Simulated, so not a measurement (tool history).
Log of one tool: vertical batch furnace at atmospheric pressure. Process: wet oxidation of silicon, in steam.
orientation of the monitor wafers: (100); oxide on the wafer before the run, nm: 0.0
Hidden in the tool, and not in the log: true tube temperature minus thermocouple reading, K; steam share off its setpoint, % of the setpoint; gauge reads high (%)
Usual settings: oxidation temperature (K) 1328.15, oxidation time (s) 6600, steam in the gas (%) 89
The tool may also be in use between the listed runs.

| run | day | oxidation temperature (K) | oxidation time (s) | steam in the gas (%) | wafers since the last listed run | hours since the last temperature calibration | hours since the steam generator was serviced | hours since the gauge calibration | read-back reference wafer on the same gauge, thickness | oxide thickness on the monitor wafer (nm) |
|---|---|---|---|---|---|---|---|---|---|---|
| 1 | 0 | 1342.15 | 6600 | 89 | 0 | 3208.1 | 2640.8 | 326.2 | 703.73 | 854.43 |
| 2 | 0.617 | 1328.15 | 6600 | 89 | 187 | 3222.9 | 2655.6 | 341 | 704.14 | 805.77 |
| 3 | 1.308 | 1328.15 | 6600 | 89 | 210 | 3239.5 | 2672.2 | 357.6 | 703.76 | 803.68 |
| 4 | 1.85 | 1328.15 | 6600 | 89 | 165 | 3252.5 | 2685.2 | 370.6 | 703.9 | 803.6 |
| 5 | 2.662 | 1341.15 | 6600 | 89 | 247 | 3272 | 2704.7 | 390.1 | 704.06 | 854.51 |
| 6 | 3.417 | 1341.15 | 6600 | 89 | 229 | 3290.1 | 2722.8 | 408.2 | 704.03 | 850.73 |
| 7 | 3.754 | 1341.15 | 6600 | 89 | 102 | 3298.2 | 2730.9 | 416.3 | 704.71 | 851.47 |
|  | 5.092 | thermocouples replaced and temperature profile calibrated |
| 8 | 5.112 | 1328.15 | 6600 | 89 | 109 | 0.5 | 2763.5 | 448.9 | 703.53 | 803.81 |
| 9 | 5.312 | 1328.15 | 6600 | 89 | 60 | 5.3 | 2768.3 | 453.7 | 704.21 | 802.82 |
| 10 | 5.512 | 1328.15 | 5160 | 89 | 60 | 10.1 | 2773.1 | 458.5 | 703.89 | 694.23 |
| 11 | 5.808 | 1328.15 | 6600 | 89 | 90 | 17.2 | 2780.2 | 465.6 | 704.11 | 802.95 |
| 12 | 6.546 | 1328.15 | 8370 | 97 | 224 | 34.9 | 2797.9 | 483.3 | 703.73 | 966.41 |
| 13 | 7.325 | 1328.15 | 8370 | 97 | 237 | 53.6 | 2816.6 | 502 | 703.8 | 964.66 |
| 14 | 7.938 | 1328.15 | 6600 | 89 | 186 | 68.3 | 2831.3 | 516.7 | 704.05 | 799.95 |
| 15 | 8.475 | 1328.15 | 6600 | 89 | 163 | 81.2 | 2844.2 | 529.6 | 704.09 | 801.76 |
| 16 | 9.058 | 1328.15 | 6600 | 89 | 177 | 95.2 | 2858.2 | 543.6 | 704.22 | 798.51 |
| 17 | 9.479 | 1328.15 | 9510 | 89 | 128 | 105.3 | 2868.3 | 553.7 | 703.76 | 987.55 |
| 18 | 9.775 | 1328.15 | 4530 | 89 | 90 | 112.4 | 2875.4 | 560.8 | 704.05 | 642.11 |
| 19 | 10.279 | 1328.15 | 6600 | 89 | 153 | 124.5 | 2887.5 | 572.9 | 704.22 | 800.06 |
| 20 | 10.771 | 1316.15 | 6600 | 85 | 149 | 136.3 | 2899.3 | 584.7 | 703.58 | 734.46 |
| 21 | 11.4 | 1328.15 | 6600 | 89 | 191 | 151.4 | 2914.4 | 599.8 | 703.72 | 802.03 |
| 22 | 11.792 | 1320.15 | 6600 | 89 | 119 | 160.8 | 2923.8 | 609.2 | 704.71 | 768.83 |
| 23 | 12.112 | 1328.15 | 8430 | 89 | 97 | 168.5 | 2931.5 | 616.9 | 703.8 | 921.01 |
| 24 | 12.733 | 1328.15 | 6600 | 89 | 189 | 183.4 | 2946.4 | 631.8 | 703.94 | 798.34 |
|  | 12.929 | gauge calibrated |
| 25 | 13.029 | 1328.15 | 5490 | 89 | 90 | 190.5 | 2953.5 | 2.4 | 704 | 718.59 |
|  | 14.433 | steam generator serviced |
| 26 | 14.454 | 1328.15 | 6600 | 89 | 129 | 224.7 | 0.5 | 36.6 | 703.92 | 826.6 |
| 27 | 14.654 | 1345.15 | 3360 | 89 | 60 | 229.5 | 5.3 | 41.4 | 704.48 | 602.73 |
| 28 | 15.129 | 1346.15 | 5400 | 89 | 144 | 240.9 | 16.7 | 52.8 | 704.01 | 796.91 |
| 29 | 15.738 | 1328.15 | 9180 | 89 | 185 | 255.5 | 31.3 | 67.4 | 704.05 | 996.93 |
| 30 | 16.212 | 1328.15 | 6600 | 89 | 144 | 266.9 | 42.7 | 78.8 | 704.02 | 826.19 |
| 31 | 16.642 | 1328.15 | 6600 | 97 | 130 | 277.2 | 53 | 89.1 | 704.04 | 866.84 |
| 32 | 17.45 | 1328.15 | 7440 | 93 | 246 | 296.6 | 72.4 | 108.5 | 703.99 | 904.18 |
| 33 | 17.883 | 1348.15 | 4170 | 97 | 132 | 307 | 82.8 | 118.9 | 704.71 | 726.83 |
| 34 | 18.542 | 1328.15 | 3510 | 89 | 200 | 322.8 | 98.6 | 134.7 | 704.19 | 567.28 |
| 35 | 18.908 | 1328.15 | 3450 | 89 | 111 | 331.6 | 107.4 | 143.5 | 703.96 | 563.82 |
| 36 | 19.308 | 1328.15 | 6600 | 89 | 121 | 341.2 | 117 | 153.1 | 704.36 | 822.32 |
| 37 | 20.129 | 1328.15 | 8340 | 84 | 250 | 360.9 | 136.7 | 172.8 | 704.09 | 914.46 |

Forecast each of these 5 alternatives for the next run:
| A | 20.333 | 1328.15 | 6600 | 89 | 62 | 365.8 | 141.6 | 177.7 | ? | ? |
| B | 20.333 | 1305.15 | 8580 | 93 | 62 | 365.8 | 141.6 | 177.7 | ? | ? |
| C | 20.333 | 1315.15 | 8820 | 83 | 62 | 365.8 | 141.6 | 177.7 | ? | ? |
| D | 20.333 | 1307.15 | 9120 | 79 | 62 | 365.8 | 141.6 | 177.7 | ? | ? |
| E | 20.333 | 1314.15 | 9000 | 97 | 62 | 365.8 | 141.6 | 177.7 | ? | ? |

| run | read-back reference wafer on the same gauge, thickness | oxide thickness on the monitor wafer (nm) |
|---|---|---|
| A | 703.85 | 827.05 |
| B | 703.85 | 889 |
| C | 703.85 | 885.85 |
| D | 703.85 | 845.23 |
| E | 703.85 | 976.32 |
Without the tool's hidden state the same runs would have given:
| run | oxide thickness on the monitor wafer (nm) |
|---|---|
| A | 830.84 |
| B | 893.15 |
| C | 889.94 |
| D | 849.19 |
| E | 980.78 |

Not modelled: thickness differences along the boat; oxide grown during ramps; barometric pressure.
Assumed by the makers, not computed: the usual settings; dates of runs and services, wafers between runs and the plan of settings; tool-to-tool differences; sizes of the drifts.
